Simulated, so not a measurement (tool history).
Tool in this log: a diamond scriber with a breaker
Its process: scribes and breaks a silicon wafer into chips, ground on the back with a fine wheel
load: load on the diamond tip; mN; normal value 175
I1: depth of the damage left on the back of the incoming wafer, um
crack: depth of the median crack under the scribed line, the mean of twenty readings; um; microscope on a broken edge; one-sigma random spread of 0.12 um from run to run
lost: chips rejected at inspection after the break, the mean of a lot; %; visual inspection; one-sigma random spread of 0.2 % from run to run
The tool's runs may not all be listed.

run 1 hour=0.0 | load=175 | I1=2.31 | crack=7.41 lost=8.50
run 2 hour=29.8 | load=175 | I1=2.69 | crack=7.37 lost=10.26
run 3 hour=45.2 | load=175 | I1=1.77 | crack=7.17 lost=7.58
run 4 hour=81.0 | load=205 | I1=2.87 | crack=8.13 lost=7.14
run 5 hour=112.2 | load=205 | I1=1.58 | crack=8.03 lost=3.88
run 6 hour=136.7 | load=205 | I1=2.51 | crack=8.11 lost=6.37
run 7 hour=152.6 | load=161 | I1=2.05 | crack=6.64 lost=13.82
run 8 hour=176.4 | load=175 | I1=2.72 | crack=6.95 lost=14.27
run 9 hour=209.9 | load=159 | I1=2.85 | crack=6.53 lost=19.26
run 10 hour=225.3 | load=216 | I1=1.53 | crack=8.17 lost=3.28
-- hour=250.0 load on the tip recalibrated
run 11 hour=260.2 | load=221 | I1=3.00 | crack=9.23 lost=5.76
run 12 hour=286.0 | load=202 | I1=2.58 | crack=8.54 lost=4.87
run 13 hour=313.5 | load=158 | I1=1.94 | crack=7.09 lost=9.23
-- hour=350.9 diamond tip replaced by a new one
run 14 hour=351.4 | load=175 | I1=2.64 | crack=8.25 lost=5.70
run 15 hour=452.6 | load=213 | I1=2.11 | crack=9.33 lost=3.33
run 16 hour=470.3 | load=175 | I1=1.70 | crack=8.08 lost=3.96
run 17 hour=498.3 | load=175 | I1=2.97 | crack=7.77 lost=7.89
run 18 hour=522.0 | load=132 | I1=2.82 | crack=6.42 lost=19.98
run 19 hour=537.6 | load=175 | I1=2.46 | crack=7.69 lost=6.58

Run-by-run hidden state of the tool:
H1: share of the diamond tip's cutting effectiveness lost through wear, %
H2: deviation of the load on the tip from its setpoint, %
run=1 H1=9.4 H2=-15.2
run=2 H1=10 H2=-15.6
run=3 H1=10.4 H2=-15.7
run=4 H1=11.1 H2=-16.1
run=5 H1=11.8 H2=-16.4
run=6 H1=12.3 H2=-16.5
run=7 H1=12.7 H2=-16.6
run=8 H1=13.2 H2=-16.8
run=9 H1=13.9 H2=-16.9
run=10 H1=14.2 H2=-17
run=11 H1=15 H2=-0.676
run=12 H1=15.6 H2=-2.79
run=13 H1=16.1 H2=-4.72
run=14 H1=0.258 H2=-6.9
run=15 H1=2.44 H2=-10.8
run=16 H1=2.82 H2=-11.3
run=17 H1=3.42 H2=-11.9
run=18 H1=3.93 H2=-12.4
run=19 H1=4.27 H2=-12.7

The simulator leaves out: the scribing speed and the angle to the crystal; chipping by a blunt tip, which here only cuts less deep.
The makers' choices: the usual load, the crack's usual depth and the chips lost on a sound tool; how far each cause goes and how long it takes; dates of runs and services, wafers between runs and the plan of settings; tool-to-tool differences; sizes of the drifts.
